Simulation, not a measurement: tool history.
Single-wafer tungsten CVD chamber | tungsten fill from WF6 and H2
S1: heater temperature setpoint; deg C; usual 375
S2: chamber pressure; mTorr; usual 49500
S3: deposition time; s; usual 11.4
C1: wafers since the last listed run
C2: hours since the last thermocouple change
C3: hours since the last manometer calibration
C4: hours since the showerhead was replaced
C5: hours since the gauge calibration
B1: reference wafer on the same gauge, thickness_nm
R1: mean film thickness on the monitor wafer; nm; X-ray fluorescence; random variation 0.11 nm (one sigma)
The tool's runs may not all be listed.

Run 1, hour 0.0: usual settings; C1 0; C2 464.7; C3 745.7; C4 7244.2; C5 967.5; B1 24.771. Result: R1 24.493 nm.
Run 2, hour 20.2: usual settings; C1 709; C2 484.9; C3 765.9; C4 7264.4; C5 987.7; B1 24.826. Result: R1 24.685 nm.
Run 3, hour 46.9: usual settings; C1 938; C2 511.6; C3 792.6; C4 7291.1; C5 1014.4; B1 24.801. Result: R1 24.413 nm.
Run 4, hour 65.4: usual settings; C1 649; C2 530.1; C3 811.1; C4 7309.6; C5 1032.9; B1 24.791. Result: R1 24.328 nm.
Run 5, hour 90.0: usual settings; C1 864; C2 554.7; C3 835.7; C4 7334.2; C5 1057.5; B1 24.742. Result: R1 24.471 nm.
Run 6, hour 170.9: usual settings; C1 2842; C2 635.6; C3 916.6; C4 7415.1; C5 1138.4; B1 24.806. Result: R1 24.633 nm.
Run 7, hour 195.8: usual settings; C1 874; C2 660.5; C3 941.5; C4 7440.0; C5 1163.3; B1 24.777. Result: R1 24.643 nm.
Run 8, hour 220.4: usual settings; C1 864; C2 685.1; C3 966.1; C4 7464.6; C5 1187.9; B1 24.776. Result: R1 24.481 nm.
Run 9, hour 254.3: usual settings; C1 1190; C2 719.0; C3 1000.0; C4 7498.5; C5 1221.8; B1 24.814. Result: R1 24.645 nm.
Run 10, hour 271.1: usual settings but S2 57900 mTorr; C1 590; C2 735.8; C3 1016.8; C4 7515.3; C5 1238.6; B1 24.770. Result: R1 26.307 nm.
At hour 279.2: gauge calibrated.
Run 11, hour 288.5: usual settings but S2 57900 mTorr; C1 611; C2 753.2; C3 1034.2; C4 7532.7; C5 9.3; B1 24.797. Result: R1 26.221 nm.
Run 12, hour 322.9: usual settings; C1 1208; C2 787.6; C3 1068.6; C4 7567.1; C5 43.7; B1 24.793. Result: R1 24.814 nm.
Run 13, hour 356.6: usual settings but S1 368 deg C, S2 59100 mTorr; C1 1183; C2 821.3; C3 1102.3; C4 7600.8; C5 77.4; B1 24.774. Result: R1 22.383 nm.
At hour 371.7: showerhead replaced.
Run 14, hour 391.3: usual settings but S1 387 deg C, S3 13.0 s; C1 938; C2 856.0; C3 1137.0; C4 19.6; C5 112.1; B1 24.820. Result: R1 36.971 nm.
Run 15, hour 472.5: usual settings but S1 366 deg C, S2 60000 mTorr, S3 10.2 s; C1 2852; C2 937.2; C3 1218.2; C4 100.8; C5 193.3; B1 24.831. Result: R1 19.099 nm.
Run 16, hour 505.7: usual settings; C1 1166; C2 970.4; C3 1251.4; C4 134.0; C5 226.5; B1 24.820. Result: R1 24.805 nm.
Run 17, hour 535.5: usual settings; C1 1046; C2 1000.2; C3 1281.2; C4 163.8; C5 256.3; B1 24.807. Result: R1 24.678 nm.
Run 18, hour 564.7: usual settings but S3 10.5 s; C1 1025; C2 1029.4; C3 1310.4; C4 193.0; C5 285.5; B1 24.786. Result: R1 22.739 nm.
Run 19, hour 577.0: usual settings; C1 432; C2 1041.7; C3 1322.7; C4 205.3; C5 297.8; B1 24.807. Result: R1 24.915 nm.
Run 20, hour 608.1: usual settings; C1 1092; C2 1072.8; C3 1353.8; C4 236.4; C5 328.9; B1 24.815. Result: R1 24.881 nm.
Run 21, hour 637.7: usual settings but S1 382 deg C, S2 44900 mTorr, S3 13.0 s; C1 1039; C2 1102.4; C3 1383.4; C4 266.0; C5 358.5; B1 24.823. Result: R1 32.347 nm.
Run 22, hour 656.7: usual settings; C1 667; C2 1121.4; C3 1402.4; C4 285.0; C5 377.5; B1 24.803. Result: R1 24.738 nm.
Run 23, hour 689.8: usual settings; C1 1162; C2 1154.5; C3 1435.5; C4 318.1; C5 410.6; B1 24.780. Result: R1 24.858 nm.
Run 24, hour 715.5: usual settings but S1 380 deg C, S2 55900 mTorr, S3 12.7 s; C1 902; C2 1180.2; C3 1461.2; C4 343.8; C5 436.3; B1 24.813. Result: R1 32.657 nm.
Run 25, hour 746.8: usual settings; C1 1099; C2 1211.5; C3 1492.5; C4 375.1; C5 467.6; B1 24.836. Result: R1 24.619 nm.
At hour 764.3: capacitance manometer re-zeroed and calibrated.
Run 26, hour 764.8: usual settings; C1 351; C2 1229.5; C3 0.5; C4 393.1; C5 485.6; B1 24.795. Result: R1 23.986 nm.
Run 27, hour 795.6: usual settings but S1 382 deg C, S2 54000 mTorr, S3 12.9 s; C1 1082; C2 1260.3; C3 31.3; C4 423.9; C5 516.4; B1 24.812. Result: R1 33.088 nm.
At hour 826.5: thermocouple changed; heater temperature recalibrated.
Run 28, hour 900.2: usual settings but S1 367 deg C, S2 60300 mTorr, S3 12.6 s; C1 3393; C2 73.7; C3 135.9; C4 528.5; C5 621.0; B1 24.810. Result: R1 23.546 nm.
Run 29, hour 936.7: usual settings but S2 57900 mTorr; C1 1282; C2 110.2; C3 172.4; C4 565.0; C5 657.5; B1 24.803. Result: R1 25.568 nm.
Run 30, hour 996.0: usual settings but S3 9.2 s; C1 2083; C2 169.5; C3 231.7; C4 624.3; C5 716.8; B1 24.761. Result: R1 19.351 nm.
Run 31, hour 1025.2: usual settings but S2 44900 mTorr; C1 1025; C2 198.7; C3 260.9; C4 653.5; C5 746.0; B1 24.776. Result: R1 23.185 nm.
Run 32, hour 1048.9: usual settings but S1 381 deg C, S2 55500 mTorr, S3 12.2 s; C1 832; C2 222.4; C3 284.6; C4 677.2; C5 769.7; B1 24.793. Result: R1 31.037 nm.
Run 33, hour 1090.3: usual settings but S1 387 deg C, S2 61500 mTorr, S3 10.3 s; C1 1454; C2 263.8; C3 326.0; C4 718.6; C5 811.1; B1 24.854. Result: R1 31.392 nm.
Run 34, hour 1119.5: usual settings but S1 382 deg C, S2 43000 mTorr, S3 10.4 s; C1 1025; C2 293.0; C3 355.2; C4 747.8; C5 840.3; B1 24.800. Result: R1 24.796 nm.
Run 35, hour 1150.2: usual settings but S1 390 deg C, S2 41800 mTorr, S3 9.5 s; C1 1078; C2 323.7; C3 385.9; C4 778.5; C5 871.0; B1 24.771. Result: R1 26.715 nm.

How the hidden state differs across the entries between the runs, from the last listed run before each to the first after it:
Between runs 10 and 11: gauge calibrated (hour 279.2)
  true pressure above the setpoint (%): 6.33 -> 6.42
  measured less the result without the state, R1: +0.581 -> +0.587 nm
Between runs 13 and 14: showerhead replaced (hour 371.7)
  true pressure above the setpoint (%): 6.77 -> 6.95
  measured less the result without the state, R1: +0.528 -> +0.909 nm
Between runs 25 and 26: capacitance manometer re-zeroed and calibrated (hour 764.3)
  true pressure above the setpoint (%): 8.75 -> -1.03
  measured less the result without the state, R1: +0.753 -> -0.093 nm
Between runs 27 and 28: thermocouple changed; heater temperature recalibrated (hour 826.5)
  true pressure above the setpoint (%): -0.87 -> -0.338
  measured less the result without the state, R1: -0.105 -> -0.029 nm
